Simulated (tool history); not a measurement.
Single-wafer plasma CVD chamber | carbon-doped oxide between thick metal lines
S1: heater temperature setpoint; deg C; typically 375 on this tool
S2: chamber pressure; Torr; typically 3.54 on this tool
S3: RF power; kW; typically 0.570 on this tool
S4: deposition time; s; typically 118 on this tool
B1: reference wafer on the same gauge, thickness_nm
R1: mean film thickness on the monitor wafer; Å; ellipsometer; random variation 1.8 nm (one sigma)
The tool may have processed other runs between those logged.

Run 1, hour 0.0: usual settings; B1 558.984. Result: R1 5728.87 Å.
Run 2, hour 37.6: usual settings; B1 559.359. Result: R1 5733.07 Å.
Run 3, hour 105.0: usual settings; B1 559.312. Result: R1 5762.77 Å.
Run 4, hour 144.7: usual settings but S2 3.11 Torr; B1 559.475. Result: R1 5637.32 Å.
Run 5, hour 238.6: usual settings but S2 3.11 Torr; B1 559.227. Result: R1 5635.56 Å.
Run 6, hour 322.0: usual settings but S1 383 deg C, S4 134 s; B1 558.757. Result: R1 6353.10 Å.
Run 7, hour 404.5: usual settings but S1 378 deg C; B1 559.823. Result: R1 5659.70 Å.
Run 8, hour 463.7: usual settings but S1 378 deg C; B1 558.647. Result: R1 5676.59 Å.
Run 9, hour 627.7: usual settings; B1 558.994. Result: R1 5644.88 Å.
At hour 677.2: showerhead replaced.
Run 10, hour 702.9: usual settings; B1 558.940. Result: R1 5657.03 Å.
Run 11, hour 793.9: usual settings; B1 558.816. Result: R1 5614.27 Å.
Run 12, hour 890.5: usual settings; B1 559.454. Result: R1 5642.09 Å.
Run 13, hour 929.9: usual settings but S1 386 deg C; B1 559.352. Result: R1 5490.60 Å.
At hour 1002.4: capacitance manometer re-zeroed and calibrated.
Run 14, hour 1002.9: usual settings; B1 558.688. Result: R1 5614.10 Å.
At hour 1064.3: gauge calibrated.
Run 15, hour 1070.1: usual settings but S1 365 deg C, S2 2.81 Torr, S3 0.640 kW, S4 98 s; B1 558.448. Result: R1 4905.52 Å.
Run 16, hour 1120.1: usual settings but S1 384 deg C, S3 0.535 kW, S4 134 s; B1 558.792. Result: R1 6023.64 Å.
At hour 1155.2: RF generator calibrated.
Run 17, hour 1315.1: usual settings but S1 363 deg C, S4 124 s; B1 559.457. Result: R1 6249.48 Å.
Run 18, hour 1400.7: usual settings but S1 363 deg C, S2 2.86 Torr; B1 560.102. Result: R1 5844.73 Å.
Run 19, hour 1471.9: usual settings but S1 388 deg C, S2 3.21 Torr, S3 0.530 kW, S4 133 s; B1 558.644. Result: R1 6117.90 Å.
Run 20, hour 1542.0: usual settings; B1 558.784. Result: R1 5786.07 Å.
Run 21, hour 1593.7: usual settings; B1 559.103. Result: R1 5785.49 Å.
At hour 1650.1: thermocouple changed; heater temperature recalibrated.
Run 22, hour 1650.6: usual settings but S3 0.605 kW; B1 559.340. Result: R1 5946.05 Å.
Run 23, hour 1788.3: usual settings but S2 3.83 Torr; B1 559.274. Result: R1 5817.88 Å.
Run 24, hour 1843.3: usual settings but S1 387 deg C; B1 559.484. Result: R1 5643.89 Å.
Run 25, hour 1923.1: usual settings; B1 558.094. Result: R1 5773.19 Å.
Run 26, hour 2068.2: usual settings but S1 363 deg C, S2 4.12 Torr, S3 0.675 kW, S4 124 s; B1 559.230. Result: R1 6821.45 Å.
Run 27, hour 2111.7: usual settings; B1 558.734. Result: R1 5770.52 Å.
Run 28, hour 2209.2: usual settings but S2 2.72 Torr, S4 132 s; B1 558.671. Result: R1 6302.12 Å.
Run 29, hour 2282.5: usual settings but S1 387 deg C, S3 0.540 kW; B1 558.751. Result: R1 5439.74 Å.

What would each run have given without the hidden state, its run-to-run variation left as it was?
The tool's hidden condition here consists of: wafer temperature above the value expected at the setpoint (K); delivered RF power above the setpoint (%); true pressure above the setpoint (%); gauge reads high (%).
run       R1
  1  5782.49
  2  5789.96
  3  5826.06
  4  5702.94
  5  5710.42
  6  6447.46
  7  5753.13
  8  5777.40
  9  5766.29
 10  5789.56
 11  5759.55
 12  5803.61
 13  5654.20
 14  5793.94
 15  5071.23
 16  6243.68
 17  6255.79
 18  5852.00
 19  6127.45
 20  5796.76
 21  5797.85
 22  5960.90
 23  5838.56
 24  5666.73
 25  5801.13
 26  6865.85
 27  5811.30
 28  6355.16
 29  5493.19
